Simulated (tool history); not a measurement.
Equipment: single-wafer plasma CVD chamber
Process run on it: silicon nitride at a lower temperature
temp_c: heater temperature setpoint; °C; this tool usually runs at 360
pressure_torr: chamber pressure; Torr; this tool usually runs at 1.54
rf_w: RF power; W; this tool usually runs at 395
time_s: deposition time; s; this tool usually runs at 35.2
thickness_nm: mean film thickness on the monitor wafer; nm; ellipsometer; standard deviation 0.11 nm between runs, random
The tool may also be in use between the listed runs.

run   hour  temp_c  pressure_torr  rf_w  time_s  wafers since the last listed run  hours since the last thermocouple change  hours since the last RF generator calibration  hours since the last manometer calibration  hours since the showerhead was replaced  hours since the gauge calibration  read-back reference wafer on the same gauge, thickness_nm  thickness_nm
  1    0.0     360           1.54   395    35.2                                 0                                    1152.2                                         1941.3                                      1630.9                                   5630.7                              293.1                                                     53.687        48.056
  2   17.6     360           1.54   395    35.2                               315                                    1169.8                                         1958.9                                      1648.5                                   5648.3                              310.7                                                     53.705        47.891
      24.4  -- gauge calibrated
  3   31.7     360           1.54   395    35.2                               253                                    1183.9                                         1973.0                                      1662.6                                   5662.4                                7.3                                                     53.652        47.871
  4   46.7     360           1.54   395    35.2                               269                                    1198.9                                         1988.0                                      1677.6                                   5677.4                               22.3                                                     53.666        47.907
  5   55.9     360           1.44   445    35.2                               165                                    1208.1                                         1997.2                                      1686.8                                   5686.6                               31.5                                                     53.648        49.868
  6   64.1     360           1.44   445    35.2                               147                                    1216.3                                         2005.4                                      1695.0                                   5694.8                               39.7                                                     53.671        49.908
      82.7  -- capacitance manometer re-zeroed and calibrated
      83.9  -- thermocouple changed; heater temperature recalibrated
  7   84.4     360           1.44   445    35.2                               199                                       0.5                                         2025.7                                         1.7                                   5715.1                               60.0                                                     53.696        51.681
  8   85.9     364           1.54   395    35.2                                26                                       2.0                                         2027.2                                         3.2                                   5716.6                               61.5                                                     53.731        49.460
     107.6  -- RF generator calibrated
     116.3  -- showerhead replaced
  9  128.8     360           1.26   395    30.3                               482                                      44.9                                           21.2                                        46.1                                     12.5                              104.4                                                     53.767        40.557
 10  135.5     360           1.24   395    35.2                               120                                      51.6                                           27.9                                        52.8                                     19.2                              111.1                                                     53.716        46.709
 11  145.3     365           1.54   325    32.1                               175                                      61.4                                           37.7                                        62.6                                     29.0                              120.9                                                     53.686        41.573
 12  153.0     369           1.54   345    35.2                               138                                      69.1                                           45.4                                        70.3                                     36.7                              128.6                                                     53.727        47.453
 13  167.3     360           1.44   445    35.2                               256                                      83.4                                           59.7                                        84.6                                     51.0                              142.9                                                     53.711        53.794
 14  207.3     360           1.54   395    28.6                               718                                     123.4                                           99.7                                       124.6                                     91.0                              182.9                                                     53.678        42.049

Run 15 comes next. What will it give?
 15  216.4     370           1.75   350    39.1                               163                                     132.5                                          108.8                                       133.7                                    100.1                              192.0                                                          ?             ?

{"run 15": {"read-back reference wafer on the same gauge, thickness_nm": 53.683, "thickness_nm": 55.7}}
Without the tool's hidden state the same run would have given thickness_nm 56.349 nm.
